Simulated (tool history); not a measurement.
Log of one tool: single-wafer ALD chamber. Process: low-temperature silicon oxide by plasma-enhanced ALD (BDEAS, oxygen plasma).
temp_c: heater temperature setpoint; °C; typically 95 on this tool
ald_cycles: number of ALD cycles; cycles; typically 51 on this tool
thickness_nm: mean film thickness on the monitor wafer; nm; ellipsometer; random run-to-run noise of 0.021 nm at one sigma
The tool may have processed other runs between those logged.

run,day,temp_c,ald_cycles,"read-back reference wafer on the same gauge, thickness_nm",thickness_nm
1,0,101,51,7.19,7.124
2,0.854,101,51,7.194,7.099
3,1.775,95,51,7.182,7.278
4,2.958,95,51,7.178,7.25
5,4.417,95,51,7.164,7.237
6,5.092,95,51,7.172,7.244
7,6.233,95,51,7.162,7.264
# day 6.538: gauge calibrated
8,6.896,95,54,7.232,7.767
9,7.517,84,56,7.228,8.359
10,8.975,85,56,7.2,8.371
11,9.654,95,59,7.199,8.425
12,10.688,86,59,7.192,8.756
# day 11.504: thermocouple changed; heater temperature recalibrated
13,12.008,101,42,7.182,5.857
14,13.396,95,54,7.178,7.694
15,14.083,106,54,7.174,7.423
16,15.079,82,57,7.168,8.562
17,16.371,83,46,7.171,6.841

Forecast each of these 3 alternatives for the next run:
A,16.392,95,51,?,?
B,16.392,81,59,?,?
C,16.392,85,58,?,?

run,"read-back reference wafer on the same gauge, thickness_nm",thickness_nm
A,7.16,7.235
B,7.16,8.843
C,7.16,8.56
Without the tool's unlogged condition, the same runs would have read:
run,thickness_nm
A,7.306
B,8.931
C,8.645
